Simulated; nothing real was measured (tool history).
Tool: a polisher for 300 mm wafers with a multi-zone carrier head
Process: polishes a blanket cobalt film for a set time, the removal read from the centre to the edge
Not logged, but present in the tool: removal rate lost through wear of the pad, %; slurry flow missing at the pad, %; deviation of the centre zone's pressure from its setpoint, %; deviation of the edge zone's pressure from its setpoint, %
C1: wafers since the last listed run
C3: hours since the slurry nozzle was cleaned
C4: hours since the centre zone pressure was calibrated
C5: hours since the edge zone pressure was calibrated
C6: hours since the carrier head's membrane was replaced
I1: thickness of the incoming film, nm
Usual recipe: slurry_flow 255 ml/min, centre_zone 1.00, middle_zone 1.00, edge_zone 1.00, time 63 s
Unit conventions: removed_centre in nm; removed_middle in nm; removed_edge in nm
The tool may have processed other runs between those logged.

{"run": 1, "day": 0.0, "slurry_flow": 255, "centre_zone": 1.0, "middle_zone": 1.0, "edge_zone": 1.0, "time": 63, "C1": 0, "wafers polished on this pad": 1083, "C3": 119.9, "C4": 1113.7, "C5": 658.8, "C6": 803.8, "I1": 927.3, "removed_centre": 211.6, "removed_middle": 207.9, "removed_edge": 202.4}
{"day": 0.588, "done": "worn pad replaced by a new one"}
{"run": 2, "day": 1.617, "slurry_flow": 255, "centre_zone": 1.0, "middle_zone": 1.0, "edge_zone": 1.0, "time": 63, "C1": 424, "wafers polished on this pad": 300, "C3": 158.7, "C4": 1152.5, "C5": 697.6, "C6": 842.6, "I1": 928.6, "removed_centre": 212.6, "removed_middle": 217.1, "removed_edge": 215.8}
{"run": 3, "day": 2.296, "slurry_flow": 255, "centre_zone": 1.0, "middle_zone": 1.0, "edge_zone": 1.0, "time": 63, "C1": 198, "wafers polished on this pad": 499, "C3": 175.0, "C4": 1168.8, "C5": 713.9, "C6": 858.9, "I1": 918.3, "removed_centre": 214.8, "removed_middle": 213.9, "removed_edge": 210.0}
{"day": 4.662, "done": "worn pad replaced by a new one"}
{"run": 4, "day": 6.104, "slurry_flow": 255, "centre_zone": 1.0, "middle_zone": 1.0, "edge_zone": 1.0, "time": 63, "C1": 1065, "wafers polished on this pad": 421, "C3": 266.4, "C4": 1260.2, "C5": 805.3, "C6": 950.3, "I1": 926.8, "removed_centre": 205.9, "removed_middle": 206.2, "removed_edge": 207.0}
{"run": 5, "day": 6.771, "slurry_flow": 255, "centre_zone": 1.0, "middle_zone": 1.0, "edge_zone": 1.0, "time": 63, "C1": 195, "wafers polished on this pad": 616, "C3": 282.4, "C4": 1276.2, "C5": 821.3, "C6": 966.3, "I1": 922.4, "removed_centre": 208.7, "removed_middle": 206.1, "removed_edge": 201.8}
{"day": 7.583, "done": "centre zone pressure recalibrated"}
{"run": 6, "day": 8.096, "slurry_flow": 255, "centre_zone": 1.0, "middle_zone": 1.0, "edge_zone": 1.0, "time": 63, "C1": 363, "wafers polished on this pad": 980, "C3": 314.2, "C4": 12.3, "C5": 853.1, "C6": 998.1, "I1": 924.4, "removed_centre": 197.3, "removed_middle": 197.7, "removed_edge": 193.5}
{"day": 8.483, "done": "worn pad replaced by a new one"}
{"run": 7, "day": 8.617, "slurry_flow": 255, "centre_zone": 1.0, "middle_zone": 1.0, "edge_zone": 1.0, "time": 63, "C1": 103, "wafers polished on this pad": 38, "C3": 326.7, "C4": 24.8, "C5": 865.6, "C6": 1010.6, "I1": 917.9, "removed_centre": 209.9, "removed_middle": 208.3, "removed_edge": 204.8}
{"run": 8, "day": 9.404, "slurry_flow": 255, "centre_zone": 1.0, "middle_zone": 1.0, "edge_zone": 1.0, "time": 63, "C1": 230, "wafers polished on this pad": 269, "C3": 345.6, "C4": 43.7, "C5": 884.5, "C6": 1029.5, "I1": 925.2, "removed_centre": 201.9, "removed_middle": 202.1, "removed_edge": 203.1}
{"day": 9.567, "done": "slurry nozzle cleaned"}
{"run": 9, "day": 10.504, "slurry_flow": 255, "centre_zone": 1.0, "middle_zone": 1.0, "edge_zone": 1.0, "time": 63, "C1": 309, "wafers polished on this pad": 579, "C3": 22.5, "C4": 70.1, "C5": 910.9, "C6": 1055.9, "I1": 931.0, "removed_centre": 217.9, "removed_middle": 217.7, "removed_edge": 212.2}
{"day": 11.054, "done": "edge zone pressure recalibrated"}
{"run": 10, "day": 11.875, "slurry_flow": 330, "centre_zone": 1.0, "middle_zone": 1.0, "edge_zone": 0.96, "time": 63, "C1": 376, "wafers polished on this pad": 955, "C3": 55.4, "C4": 103.0, "C5": 19.7, "C6": 1088.8, "I1": 938.3, "removed_centre": 221.7, "removed_middle": 219.9, "removed_edge": 206.6}
{"day": 12.346, "done": "worn pad replaced by a new one"}
{"day": 12.808, "done": "carrier head's membrane replaced by a new one"}
{"run": 11, "day": 12.829, "slurry_flow": 255, "centre_zone": 1.1, "middle_zone": 1.0, "edge_zone": 1.0, "time": 63, "C1": 169, "wafers polished on this pad": 80, "C3": 78.3, "C4": 125.9, "C5": 42.6, "C6": 0.5, "I1": 922.9, "removed_centre": 241.6, "removed_middle": 221.9, "removed_edge": 213.9}
{"run": 12, "day": 13.8, "slurry_flow": 255, "centre_zone": 1.0, "middle_zone": 1.0, "edge_zone": 1.0, "time": 63, "C1": 284, "wafers polished on this pad": 364, "C3": 101.6, "C4": 149.2, "C5": 65.9, "C6": 23.8, "I1": 933.1, "removed_centre": 220.2, "removed_middle": 217.0, "removed_edge": 216.1}
{"run": 13, "day": 14.325, "slurry_flow": 255, "centre_zone": 1.0, "middle_zone": 1.0, "edge_zone": 1.0, "time": 63, "C1": 153, "wafers polished on this pad": 518, "C3": 114.2, "C4": 161.8, "C5": 78.5, "C6": 36.4, "I1": 925.1, "removed_centre": 218.3, "removed_middle": 214.3, "removed_edge": 208.5}
{"run": 14, "day": 14.967, "slurry_flow": 255, "centre_zone": 1.11, "middle_zone": 1.0, "edge_zone": 1.0, "time": 53, "C1": 187, "wafers polished on this pad": 706, "C3": 129.6, "C4": 177.2, "C5": 93.9, "C6": 51.8, "I1": 933.0, "removed_centre": 197.2, "removed_middle": 182.2, "removed_edge": 177.1}
{"day": 16.554, "done": "worn pad replaced by a new one"}
{"run": 15, "day": 17.629, "slurry_flow": 255, "centre_zone": 1.0, "middle_zone": 1.0, "edge_zone": 1.0, "time": 63, "C1": 730, "wafers polished on this pad": 315, "C3": 193.5, "C4": 241.1, "C5": 157.8, "C6": 115.7, "I1": 924.1, "removed_centre": 216.1, "removed_middle": 217.5, "removed_edge": 216.9}
{"run": 16, "day": 18.129, "slurry_flow": 215, "centre_zone": 0.96, "middle_zone": 1.0, "edge_zone": 1.08, "time": 63, "C1": 146, "wafers polished on this pad": 461, "C3": 205.5, "C4": 253.1, "C5": 169.8, "C6": 127.7, "I1": 918.3, "removed_centre": 200.7, "removed_middle": 206.8, "removed_edge": 215.0}
{"run": 17, "day": 18.762, "slurry_flow": 195, "centre_zone": 1.0, "middle_zone": 0.9, "edge_zone": 1.12, "time": 50, "C1": 185, "wafers polished on this pad": 646, "C3": 220.7, "C4": 268.3, "C5": 185.0, "C6": 142.9, "I1": 923.1, "removed_centre": 162.3, "removed_middle": 147.5, "removed_edge": 169.9}
{"run": 18, "day": 19.783, "slurry_flow": 315, "centre_zone": 1.0, "middle_zone": 0.92, "edge_zone": 1.0, "time": 75, "C1": 298, "wafers polished on this pad": 945, "C3": 245.2, "C4": 292.8, "C5": 209.5, "C6": 167.4, "I1": 932.0, "removed_centre": 259.7, "removed_middle": 239.6, "removed_edge": 250.1}

Consider 3 possible next runs. They are alternatives, not a sequence: every one starts from the tool as it was left by run 18. What does each give?
{"run": "A", "day": 19.8, "slurry_flow": 255, "centre_zone": 1.0, "middle_zone": 1.0, "edge_zone": 1.0, "time": 63, "C1": 4, "wafers polished on this pad": 950, "C3": 245.6, "C4": 293.2, "C5": 209.9, "C6": 167.8, "I1": 920.1, "removed_centre": "?", "removed_middle": "?", "removed_edge": "?"}
{"run": "B", "day": 19.8, "slurry_flow": 340, "centre_zone": 1.05, "middle_zone": 1.0, "edge_zone": 1.09, "time": 49, "C1": 4, "wafers polished on this pad": 950, "C3": 245.6, "C4": 293.2, "C5": 209.9, "C6": 167.8, "I1": 920.1, "removed_centre": "?", "removed_middle": "?", "removed_edge": "?"}
{"run": "C", "day": 19.8, "slurry_flow": 330, "centre_zone": 1.0, "middle_zone": 1.05, "edge_zone": 1.11, "time": 53, "C1": 4, "wafers polished on this pad": 950, "C3": 245.6, "C4": 293.2, "C5": 209.9, "C6": 167.8, "I1": 920.1, "removed_centre": "?", "removed_middle": "?", "removed_edge": "?"}

run=A removed_centre=206.3 removed_middle=207.1 removed_edge=203.9
run=B removed_centre=175.4 removed_middle=168.0 removed_edge=170.8
run=C removed_centre=181.2 removed_middle=187.8 removed_edge=185.8
What these runs would have given with no unlogged condition in the tool:
run=A removed_centre=228.1 removed_middle=227.7 removed_edge=221.7
run=B removed_centre=191.4 removed_middle=182.5 removed_edge=184.1
run=C removed_centre=197.9 removed_middle=204.4 removed_edge=200.4

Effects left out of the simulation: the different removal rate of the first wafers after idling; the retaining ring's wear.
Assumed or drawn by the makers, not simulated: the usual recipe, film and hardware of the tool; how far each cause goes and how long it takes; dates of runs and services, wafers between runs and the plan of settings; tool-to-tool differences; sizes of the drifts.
